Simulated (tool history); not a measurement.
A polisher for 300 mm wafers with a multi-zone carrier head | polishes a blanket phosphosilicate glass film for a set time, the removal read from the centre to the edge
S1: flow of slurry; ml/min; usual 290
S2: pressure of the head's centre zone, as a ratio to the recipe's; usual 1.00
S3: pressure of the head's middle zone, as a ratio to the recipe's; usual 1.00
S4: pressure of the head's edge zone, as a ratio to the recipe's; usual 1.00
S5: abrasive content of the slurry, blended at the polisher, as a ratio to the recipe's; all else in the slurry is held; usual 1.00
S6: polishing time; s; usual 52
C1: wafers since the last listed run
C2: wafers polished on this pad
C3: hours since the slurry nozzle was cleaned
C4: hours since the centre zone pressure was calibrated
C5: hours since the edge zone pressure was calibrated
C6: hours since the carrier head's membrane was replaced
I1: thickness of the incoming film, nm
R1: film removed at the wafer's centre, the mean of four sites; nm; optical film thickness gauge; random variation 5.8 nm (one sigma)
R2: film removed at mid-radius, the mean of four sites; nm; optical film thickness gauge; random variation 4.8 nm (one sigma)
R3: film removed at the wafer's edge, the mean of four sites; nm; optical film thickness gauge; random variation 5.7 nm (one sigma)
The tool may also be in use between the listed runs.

run    hour   S1    S2    S3    S4    S5  S6    C1    C2     C3      C4      C5      C6      I1     R1     R2     R3
  1     0.0  290  1.00  1.00  1.00  1.00  52     0  1906  609.8   716.3   528.5  1276.1  1943.5  477.3  461.1  460.5
       55.0  -- slurry nozzle cleaned
  2    75.5  290  1.00  1.00  1.00  1.00  52   549  2455   20.5   791.8   604.0  1351.6  1943.2  479.1  451.3  454.1
      131.6  -- carrier head's membrane replaced by a new one
  3   145.3  290  1.00  1.00  1.00  1.00  52   478  2934   90.3   861.6   673.8    13.7  1925.2  480.3  459.1  450.2
  4   227.8  290  1.00  1.00  1.00  1.00  52   608  3542  172.8   944.1   756.3    96.2  1950.9  489.8  460.2  463.6
      257.8  -- worn pad replaced by a new one
  5   306.1  290  1.00  1.00  1.00  1.00  52   548   356  251.1  1022.4   834.6   174.5  1937.2  494.3  461.4  452.8
  6   382.1  355  1.00  0.94  1.09  0.85  52   560   917  327.1  1098.4   910.6   250.5  1905.5  474.7  418.7  449.6
      448.6  -- centre zone pressure recalibrated
  7   449.1  290  1.08  1.00  0.96  0.80  62   479  1396  394.1     0.5   977.6   317.5  1948.9  551.5  494.1  489.8
  8   504.9  290  1.00  1.00  0.89  1.00  52   411  1808  449.9    56.3  1033.4   373.3  1979.9  472.6  457.5  430.8
  9   589.0  290  1.11  1.00  1.00  1.00  52   620  2429  534.0   140.4  1117.5   457.4  1943.6  508.4  457.7  454.4
 10   636.3  355  1.00  0.94  1.00  1.00  52   349  2778  581.3   187.7  1164.8   504.7  1946.3  480.1  445.1  468.9
 11   700.0  290  0.92  0.92  1.08  1.00  52   470  3248  645.0   251.4  1228.5   568.4  1944.8  421.1  422.7  471.7
      779.6  -- worn pad replaced by a new one
      818.4  -- edge zone pressure recalibrated
      875.0  -- slurry nozzle cleaned
 12   975.8  290  1.00  1.00  1.00  1.00  52  1983  1425  100.8   527.2   157.4   844.2  1942.2  474.4  465.4  457.1
 13  1022.0  290  0.92  1.00  0.94  1.00  52   340  1766  147.0   573.4   203.6   890.4  1950.5  434.2  460.9  447.8
 14  1113.6  225  1.00  1.00  1.00  1.00  57   675  2442  238.6   665.0   295.2   982.0  1970.3  502.7  493.7  488.9
 15  1215.1  290  1.00  1.00  1.00  1.00  52   749  3191  340.1   766.5   396.7  1083.5  1923.6  488.4  461.6  453.8
     1263.4  -- worn pad replaced by a new one
 16  1298.0  290  1.00  1.00  1.00  1.00  52   582   255  423.0   849.4   479.6  1166.4  1955.0  489.6  455.9  457.3
 17  1355.3  290  1.00  1.00  1.00  0.75  52   422   678  480.3   906.7   536.9  1223.7  1969.6  432.2  404.2  399.5
 18  1438.6  290  1.00  1.00  0.88  1.00  46   614  1293  563.6   990.0   620.2  1307.0  1957.3  439.3  414.5  382.1
 19  1494.0  290  1.00  1.00  1.00  1.00  52   408  1701  619.0  1045.4   675.6  1362.4  1953.4  497.8  465.8  452.0
 20  1558.0  290  1.06  1.12  1.00  0.80  52   472  2174  683.0  1109.4   739.6  1426.4  1961.7  489.0  462.1  419.7
 21  1614.7  215  1.00  1.09  0.93  1.00  43   418  2592  739.7  1166.1   796.3  1483.1  1945.8  410.8  403.3  352.5
     1645.5  -- slurry nozzle cleaned
 22  1695.6  290  1.00  0.93  1.00  0.80  57   589  3182   50.1  1247.0   877.2  1564.0  1939.9  516.3  438.2  464.8

Forecast each of these 3 alternatives for the next run:
  A  1696.0  290  1.00  1.00  1.00  1.00  35   2  3185  50.5  1247.4  877.6  1564.4  1963.0   ?   ?   ?
  B  1696.0  235  1.00  1.00  1.00  1.00  52   2  3185  50.5  1247.4  877.6  1564.4  1963.0   ?   ?   ?
  C  1696.0  390  1.00  1.00  1.00  1.00  52   2  3185  50.5  1247.4  877.6  1564.4  1963.0   ?   ?   ?

run     R1     R2     R3
  A  343.1  310.6  308.1
  B  495.0  449.5  448.7
  C  525.6  474.5  467.7
Without the tool's hidden state the same runs would have given:
run     R1     R2     R3
  A  305.6  310.8  308.1
  B  440.8  449.8  448.7
  C  468.1  474.8  467.7
